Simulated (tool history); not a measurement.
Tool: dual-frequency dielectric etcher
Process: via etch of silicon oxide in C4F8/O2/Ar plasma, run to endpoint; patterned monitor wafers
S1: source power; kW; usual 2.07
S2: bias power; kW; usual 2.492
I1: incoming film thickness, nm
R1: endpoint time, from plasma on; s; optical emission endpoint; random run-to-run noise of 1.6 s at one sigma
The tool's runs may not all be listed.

run 1 hour=0 | S1=2.07 S2=2.492 | I1=1573.5 | R1=291.4
run 2 hour=15.1 | S1=2.07 S2=2.492 | I1=1549.9 | R1=287.3
run 3 hour=36.9 | S1=2.07 S2=2.492 | I1=1564 | R1=290.9
run 4 hour=51.3 | S1=2.07 S2=2.492 | I1=1549.6 | R1=286.4
run 5 hour=75.7 | S1=2.07 S2=2.492 | I1=1578.2 | R1=293.2
run 6 hour=107.8 | S1=2.07 S2=2.492 | I1=1581.7 | R1=292.4
-- hour=137.5 wet clean of the chamber
run 7 hour=141 | S1=2.07 S2=2.492 | I1=1566.7 | R1=287.2
run 8 hour=173.3 | S1=2.07 S2=2.492 | I1=1551.6 | R1=285.7
run 9 hour=193.4 | S1=2.07 S2=2.209 | I1=1557.6 | R1=309.6
run 10 hour=224.1 | S1=2.07 S2=2.209 | I1=1567.7 | R1=307.9
-- hour=230.8 source power generator calibrated
run 11 hour=245 | S1=2.07 S2=2.209 | I1=1569.1 | R1=304
run 12 hour=264.3 | S1=2.07 S2=2.492 | I1=1572.5 | R1=291.3
run 13 hour=277.8 | S1=2.07 S2=2.492 | I1=1569.6 | R1=291.7
run 14 hour=308 | S1=2.07 S2=2.492 | I1=1554.2 | R1=287
run 15 hour=342.1 | S1=2.07 S2=1.965 | I1=1564.8 | R1=327.8
run 16 hour=374.8 | S1=2.48 S2=2.142 | I1=1551.2 | R1=288.5
run 17 hour=389.7 | S1=1.7 S2=2.157 | I1=1563.6 | R1=334.4
run 18 hour=414.2 | S1=1.79 S2=3.07 | I1=1559.3 | R1=275.4
-- hour=450.8 upper electrode replaced
run 19 hour=451.3 | S1=2.29 S2=2.786 | I1=1562.3 | R1=265.9
run 20 hour=451.7 | S1=1.87 S2=3.048 | I1=1563.5 | R1=271.7
run 21 hour=473.7 | S1=2.07 S2=2.492 | I1=1543.9 | R1=286
-- hour=505.3 bias power generator calibrated
-- hour=524.7 wet clean of the chamber
run 22 hour=525.2 | S1=2.07 S2=2.492 | I1=1564.8 | R1=287.4
run 23 hour=525.6 | S1=2.07 S2=2.236 | I1=1544.9 | R1=302.1
run 24 hour=545.5 | S1=2.07 S2=2.997 | I1=1547.5 | R1=262
run 25 hour=565.8 | S1=2.07 S2=2.492 | I1=1553.4 | R1=291.2
run 26 hour=580.1 | S1=2.48 S2=2.142 | I1=1561.6 | R1=290.5
run 27 hour=596.6 | S1=1.92 S2=1.955 | I1=1562.2 | R1=335.6
run 28 hour=617.5 | S1=2.07 S2=2.492 | I1=1567.9 | R1=291.3
run 29 hour=637.9 | S1=2.07 S2=2.281 | I1=1553.1 | R1=299.7
run 30 hour=697.2 | S1=2.44 S2=2.726 | I1=1561.4 | R1=262
run 31 hour=717.6 | S1=1.88 S2=2.073 | I1=1565.2 | R1=330.9
run 32 hour=745.4 | S1=2.57 S2=1.916 | I1=1576.7 | R1=306.5
run 33 hour=767.8 | S1=2.22 S2=2.203 | I1=1561.5 | R1=300.4
run 34 hour=781.2 | S1=2.59 S2=2.313 | I1=1557 | R1=275.9

Here are 5 independent what-if runs from the current tool condition. What would each one return?
run A hour=781.7 | S1=1.87 S2=2.492 | I1=1574.3 | R1=?
run B hour=781.7 | S1=2.42 S2=2.492 | I1=1574.3 | R1=?
run C hour=781.7 | S1=2.34 S2=3.095 | I1=1574.3 | R1=?
run D hour=781.7 | S1=1.62 S2=2.307 | I1=1574.3 | R1=?
run E hour=781.7 | S1=2.07 S2=2.124 | I1=1574.3 | R1=?

run=A R1=299.7
run=B R1=273.1
run=C R1=250.1
run=D R1=327.3
run=E R1=312.6
With the hidden condition removed and each run's random variation left untouched, the same runs would have given:
run=A R1=299.7
run=B R1=273.1
run=C R1=250.1
run=D R1=327.3
run=E R1=312.6

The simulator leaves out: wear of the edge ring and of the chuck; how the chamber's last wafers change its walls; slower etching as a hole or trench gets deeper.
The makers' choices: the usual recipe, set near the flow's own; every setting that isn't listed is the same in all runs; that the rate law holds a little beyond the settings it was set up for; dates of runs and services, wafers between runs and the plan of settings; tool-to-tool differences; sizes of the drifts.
